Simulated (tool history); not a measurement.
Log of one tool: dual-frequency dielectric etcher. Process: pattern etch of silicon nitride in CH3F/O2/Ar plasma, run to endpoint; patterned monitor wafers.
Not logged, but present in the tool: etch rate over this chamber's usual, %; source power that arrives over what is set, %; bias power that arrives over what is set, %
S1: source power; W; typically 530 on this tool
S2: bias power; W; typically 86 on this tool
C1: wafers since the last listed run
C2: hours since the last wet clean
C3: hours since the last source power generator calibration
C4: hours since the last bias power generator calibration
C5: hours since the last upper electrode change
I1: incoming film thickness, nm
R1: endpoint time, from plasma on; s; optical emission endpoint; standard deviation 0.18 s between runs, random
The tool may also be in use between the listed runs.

{"run": 1, "hour": 0.0, "S1": 460, "S2": 86, "C1": 0, "C2": 178, "C3": 4231.4, "C4": 3079.8, "C5": 3111.9, "I1": 45.46, "R1": 63}
{"run": 2, "hour": 34.7, "S1": 460, "S2": 86, "C1": 356, "C2": 212.7, "C3": 4266.1, "C4": 3114.5, "C5": 3146.6, "I1": 45.28, "R1": 62.9}
{"run": 3, "hour": 100.3, "S1": 460, "S2": 86, "C1": 673, "C2": 278.3, "C3": 4331.7, "C4": 3180.1, "C5": 3212.2, "I1": 45.1, "R1": 62.5}
{"run": 4, "hour": 124.4, "S1": 530, "S2": 86, "C1": 247, "C2": 302.4, "C3": 4355.8, "C4": 3204.2, "C5": 3236.3, "I1": 45.01, "R1": 59.2}
{"run": 5, "hour": 153.6, "S1": 530, "S2": 86, "C1": 299, "C2": 331.6, "C3": 4385, "C4": 3233.4, "C5": 3265.5, "I1": 45.74, "R1": 60.2}
{"hour": 188.9, "done": "wet clean of the chamber"}
{"run": 6, "hour": 224.4, "S1": 530, "S2": 86, "C1": 480, "C2": 35.5, "C3": 4455.8, "C4": 3304.2, "C5": 3336.3, "I1": 45.96, "R1": 59.9}
{"run": 7, "hour": 283.9, "S1": 530, "S2": 86, "C1": 610, "C2": 95, "C3": 4515.3, "C4": 3363.7, "C5": 3395.8, "I1": 45.71, "R1": 59.7}
{"run": 8, "hour": 309.8, "S1": 530, "S2": 86, "C1": 265, "C2": 120.9, "C3": 4541.2, "C4": 3389.6, "C5": 3421.7, "I1": 45.46, "R1": 59.4}
{"run": 9, "hour": 379.6, "S1": 530, "S2": 86, "C1": 716, "C2": 190.7, "C3": 4611, "C4": 3459.4, "C5": 3491.5, "I1": 45.43, "R1": 59.6}
{"run": 10, "hour": 433.7, "S1": 530, "S2": 80, "C1": 555, "C2": 244.8, "C3": 4665.1, "C4": 3513.5, "C5": 3545.6, "I1": 45.02, "R1": 61.1}
{"run": 11, "hour": 471.8, "S1": 530, "S2": 80, "C1": 390, "C2": 282.9, "C3": 4703.2, "C4": 3551.6, "C5": 3583.7, "I1": 45.33, "R1": 61.2}
{"run": 12, "hour": 500.3, "S1": 530, "S2": 80, "C1": 292, "C2": 311.4, "C3": 4731.7, "C4": 3580.1, "C5": 3612.2, "I1": 45.59, "R1": 62.2}
{"run": 13, "hour": 527.3, "S1": 530, "S2": 90, "C1": 277, "C2": 338.4, "C3": 4758.7, "C4": 3607.1, "C5": 3639.2, "I1": 45.54, "R1": 58.8}
{"run": 14, "hour": 566.4, "S1": 530, "S2": 90, "C1": 401, "C2": 377.5, "C3": 4797.8, "C4": 3646.2, "C5": 3678.3, "I1": 45.22, "R1": 58.4}
{"hour": 603.2, "done": "wet clean of the chamber"}
{"run": 15, "hour": 603.7, "S1": 480, "S2": 93, "C1": 136, "C2": 0.5, "C3": 4835.1, "C4": 3683.5, "C5": 3715.6, "I1": 45.83, "R1": 59.4}
{"hour": 663.7, "done": "bias power generator calibrated"}
{"run": 16, "hour": 664.9, "S1": 410, "S2": 92, "C1": 586, "C2": 61.7, "C3": 4896.3, "C4": 1.2, "C5": 3776.8, "I1": 45.52, "R1": 63.2}
{"hour": 678.8, "done": "source power generator calibrated"}
{"run": 17, "hour": 731.8, "S1": 570, "S2": 68, "C1": 645, "C2": 128.6, "C3": 53, "C4": 68.1, "C5": 3843.7, "I1": 45.46, "R1": 63}
{"run": 18, "hour": 764.9, "S1": 490, "S2": 96, "C1": 339, "C2": 161.7, "C3": 86.1, "C4": 101.2, "C5": 3876.8, "I1": 45.17, "R1": 57.7}
{"run": 19, "hour": 791.3, "S1": 530, "S2": 86, "C1": 270, "C2": 188.1, "C3": 112.5, "C4": 127.6, "C5": 3903.2, "I1": 45.28, "R1": 58.8}
{"run": 20, "hour": 831.3, "S1": 530, "S2": 86, "C1": 410, "C2": 228.1, "C3": 152.5, "C4": 167.6, "C5": 3943.2, "I1": 45.66, "R1": 59.4}
{"run": 21, "hour": 856.0, "S1": 600, "S2": 86, "C1": 253, "C2": 252.8, "C3": 177.2, "C4": 192.3, "C5": 3967.9, "I1": 45.23, "R1": 56.3}
{"hour": 894.7, "done": "upper electrode replaced"}
{"run": 22, "hour": 899.7, "S1": 530, "S2": 107, "C1": 202, "C2": 296.5, "C3": 220.9, "C4": 236, "C5": 5, "I1": 45.41, "R1": 54.1}
{"run": 23, "hour": 957.6, "S1": 640, "S2": 86, "C1": 594, "C2": 354.4, "C3": 278.8, "C4": 293.9, "C5": 62.9, "I1": 45.97, "R1": 56}
{"hour": 1040.6, "done": "wet clean of the chamber"}
{"run": 24, "hour": 1041.1, "S1": 450, "S2": 86, "C1": 610, "C2": 0.5, "C3": 362.3, "C4": 377.4, "C5": 146.4, "I1": 45.57, "R1": 63}
{"run": 25, "hour": 1089.6, "S1": 490, "S2": 97, "C1": 497, "C2": 49, "C3": 410.8, "C4": 425.9, "C5": 194.9, "I1": 45.25, "R1": 57.4}
{"run": 26, "hour": 1156.5, "S1": 530, "S2": 70, "C1": 686, "C2": 115.9, "C3": 477.7, "C4": 492.8, "C5": 261.8, "I1": 45.43, "R1": 64.2}
{"run": 27, "hour": 1183.6, "S1": 490, "S2": 86, "C1": 278, "C2": 143, "C3": 504.8, "C4": 519.9, "C5": 288.9, "I1": 46.03, "R1": 61.7}
{"run": 28, "hour": 1228.9, "S1": 460, "S2": 86, "C1": 464, "C2": 188.3, "C3": 550.1, "C4": 565.2, "C5": 334.2, "I1": 45.67, "R1": 63}
{"run": 29, "hour": 1262.1, "S1": 460, "S2": 102, "C1": 340, "C2": 221.5, "C3": 583.3, "C4": 598.4, "C5": 367.4, "I1": 46.16, "R1": 59.4}

What was the tool's hidden state at every run in the log?
source power that arrives over what is set, %: 0, the same for each run
bias power that arrives over what is set, %: 0, the same for each run
H1: etch rate over this chamber's usual, %
run=1 H1=-1.1
run=2 H1=-1.29
run=3 H1=-1.64
run=4 H1=-1.77
run=5 H1=-1.92
run=6 H1=-0.59
run=7 H1=-0.908
run=8 H1=-1.05
run=9 H1=-1.42
run=10 H1=-1.71
run=11 H1=-1.91
run=12 H1=-2.06
run=13 H1=-2.21
run=14 H1=-2.41
run=15 H1=0.125
run=16 H1=-0.201
run=17 H1=-0.558
run=18 H1=-0.734
run=19 H1=-0.875
run=20 H1=-1.09
run=21 H1=-1.22
run=22 H1=-1.45
run=23 H1=-1.76
run=24 H1=0.0978
run=25 H1=-0.161
run=26 H1=-0.517
run=27 H1=-0.662
run=28 H1=-0.903
run=29 H1=-1.08
